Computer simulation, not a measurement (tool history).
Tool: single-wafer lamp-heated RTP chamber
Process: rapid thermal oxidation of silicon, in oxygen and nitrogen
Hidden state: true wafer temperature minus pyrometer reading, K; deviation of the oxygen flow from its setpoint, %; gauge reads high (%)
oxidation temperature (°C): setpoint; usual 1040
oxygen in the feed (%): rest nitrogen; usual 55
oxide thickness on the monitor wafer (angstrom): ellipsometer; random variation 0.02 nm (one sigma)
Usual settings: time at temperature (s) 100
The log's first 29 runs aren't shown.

run,day,oxidation temperature (°C),time at temperature (s),oxygen in the feed (%),wafers since the last listed run,wafers since the last pyrometer calibration,hours since the oxygen flow controller was replaced,hours since the gauge calibration,"read-back reference wafer on the same gauge, thickness",oxide thickness on the monitor wafer (angstrom)
30,62.842,1040,143,68,397,2161,134.2,642.9,8.189,98.79
31,65.092,1028,100,35,458,2619,188.2,696.9,8.194,61.26
32,66.454,1061,133,41,277,2896,220.9,729.6,8.196,92.47
33,67.762,1052,79,47,266,3163,252.3,761,8.203,71.87
34,76.075,1040,131,55,1692,4855,451.8,960.5,8.224,88.8
# day 76.65: pyrometer window cleaned and pyrometer calibrated
35,78.129,1040,53,55,350,301,501.1,1009.8,8.234,59.11
36,79.412,1013,134,41,261,562,531.9,1040.6,8.244,66.67
37,80.704,1040,100,55,262,825,562.9,1071.6,8.252,78.31
38,81.712,1040,100,76,205,1031,587.1,1095.8,8.25,88.06
39,89.217,1040,100,55,1527,2558,767.2,1275.9,8.286,79.02

3 ways to go on from here, each from the tool as it stands after run 39. What would each give?
A,89.233,1040,114,55,3,2562,767.6,1276.3,?,?
B,89.233,1058,100,43,3,2562,767.6,1276.3,?,?
C,89.233,1050,117,28,3,2562,767.6,1276.3,?,?

run,"read-back reference wafer on the same gauge, thickness",oxide thickness on the monitor wafer (angstrom)
A,8.292,83.76
B,8.292,81.77
C,8.292,71.39
Without the tool's hidden state the same runs would have given:
run,oxide thickness on the monitor wafer (angstrom)
A,82.37
B,80.41
C,70.21
